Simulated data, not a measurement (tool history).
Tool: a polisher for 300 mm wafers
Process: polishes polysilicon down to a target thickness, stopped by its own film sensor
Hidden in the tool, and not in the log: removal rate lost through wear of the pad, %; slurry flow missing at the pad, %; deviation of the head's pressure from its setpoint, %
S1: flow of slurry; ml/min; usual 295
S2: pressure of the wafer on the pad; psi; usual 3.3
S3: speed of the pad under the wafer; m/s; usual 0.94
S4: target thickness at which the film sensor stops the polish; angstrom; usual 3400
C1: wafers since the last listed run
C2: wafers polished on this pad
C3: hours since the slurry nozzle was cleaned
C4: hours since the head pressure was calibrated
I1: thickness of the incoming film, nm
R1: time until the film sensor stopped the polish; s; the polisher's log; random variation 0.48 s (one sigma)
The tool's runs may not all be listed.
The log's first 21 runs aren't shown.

run   hour   S1   S2    S3    S4   C1    C2     C3     C4     I1     R1
     254.7  -- worn pad replaced by a new one
 22  258.5  295  3.3  0.80  4240  141    41  762.2   89.3  928.6   58.4
 23  275.4  295  3.0  0.94  3400  185   227  779.1  106.2  915.1   61.9
     289.7  -- slurry nozzle cleaned
 24  290.2  295  3.3  0.84  1990  151   378    0.5  121.0  909.9   77.1
 25  306.2  295  3.3  0.70  5140  175   554   16.5  137.0  916.5   53.1
 26  318.9  390  2.7  0.94  3400  139   693   29.2  149.7  905.7   67.2
 27  329.7  400  3.3  0.94  5210  118   811   40.0  160.5  907.0   36.9
 28  343.5  295  3.3  0.94  3400  151   963   53.8  174.3  912.8   55.5
     398.6  -- worn pad replaced by a new one
 29  399.1  295  3.3  0.94  3400  565     4  109.4  229.9  898.5   54.5
 30  409.9  395  2.4  0.94  3400  118   123  120.2  240.7  908.9   74.4
 31  425.9  295  2.9  0.94  5190  175   298  136.2  256.7  912.9   43.3
 32  438.1  245  2.4  0.72  2550  133   432  148.4  268.9  905.1  112.3
 33  455.2  295  3.3  0.66  3400  187   620  165.5  286.0  898.6   75.5
 34  463.6  295  3.3  0.76  3400   92   712  173.9  294.4  916.0   67.9
 35  478.7  295  3.3  0.94  3400  165   877  189.0  309.5  930.1   57.2
 36  488.5  240  3.3  0.94  1680  107   985  198.8  319.3  900.7   71.3
 37  494.5  295  3.3  1.10  3400   65  1051  204.8  325.3  894.2   45.3
 38  504.4  355  3.3  0.94  5350  108  1159  214.7  335.2  923.2   37.3

Forecast each of these 3 alternatives for the next run:
  A  504.8  295  3.3  0.94  3400   4  1164  215.1  335.6  910.8   ?
  B  504.8  195  3.3  0.76  2540   4  1164  215.1  335.6  910.8   ?
  C  504.8  325  2.8  0.62  3400   4  1164  215.1  335.6  910.8   ?

run    R1
  A  55.1
  B  80.2
  C  97.3
Without the tool's hidden state the same runs would have given:
run     R1
  A   57.2
  B   83.4
  C  101.1
